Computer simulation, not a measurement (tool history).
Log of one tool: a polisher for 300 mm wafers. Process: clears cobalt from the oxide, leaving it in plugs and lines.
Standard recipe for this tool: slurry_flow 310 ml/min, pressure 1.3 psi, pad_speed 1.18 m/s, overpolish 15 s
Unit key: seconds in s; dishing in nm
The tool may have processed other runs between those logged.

run	day	slurry_flow	pressure	pad_speed	overpolish	incoming thickness of the incoming film, nm	seconds	dishing
1	0.000	310	1.3	1.18	15	349.3	84.2	48.4
2	3.779	310	1.3	1.18	15	356.8	86.0	48.1
3	15.433	310	1.3	1.18	15	345.5	91.0	45.9
# day 15.779: slurry nozzle cleaned
4	17.250	310	1.3	1.18	15	352.5	88.7	46.4
# day 17.388: head pressure recalibrated
# day 18.358: worn pad replaced by a new one
5	20.129	310	1.3	1.18	15	350.9	84.1	46.4
6	23.788	310	1.3	1.40	15	349.3	72.4	53.2
7	26.767	310	1.3	1.40	15	348.5	71.8	53.9
8	28.625	310	1.3	1.18	15	349.7	83.7	47.7
9	30.442	310	1.3	1.18	15	350.6	87.1	45.6
10	33.883	310	1.3	1.18	15	347.4	87.4	45.1
11	37.767	310	1.3	1.18	15	355.4	93.4	45.1
12	41.329	255	1.3	1.18	15	345.4	96.5	43.8
# day 43.371: worn pad replaced by a new one
13	45.038	255	1.3	1.18	15	352.8	86.1	46.1
# day 45.254: slurry nozzle cleaned
14	49.304	255	1.3	1.18	15	355.8	88.4	48.1
15	51.758	310	1.3	1.18	15	348.1	86.0	47.6
16	56.175	405	1.3	1.18	15	350.2	86.4	47.2
17	60.558	310	1.3	1.18	15	350.6	90.5	44.4
# day 60.717: head pressure recalibrated
18	62.712	375	1.3	1.18	15	343.8	90.0	45.5
19	65.012	340	1.7	1.58	11	350.8	53.5	53.8
# day 67.304: worn pad replaced by a new one
20	74.175	255	1.5	0.94	10	344.8	91.6	31.2

What will run 21 give?
# day 75.833: slurry nozzle cleaned
21	77.571	310	1.3	1.18	15	351.0	?	?

{"run 21": {"seconds": 88.9, "dishing": 46.7}}
On a tool with no hidden condition, and with the same random variation, this run would have come out at seconds 84.8 s, dishing 48.3 nm.

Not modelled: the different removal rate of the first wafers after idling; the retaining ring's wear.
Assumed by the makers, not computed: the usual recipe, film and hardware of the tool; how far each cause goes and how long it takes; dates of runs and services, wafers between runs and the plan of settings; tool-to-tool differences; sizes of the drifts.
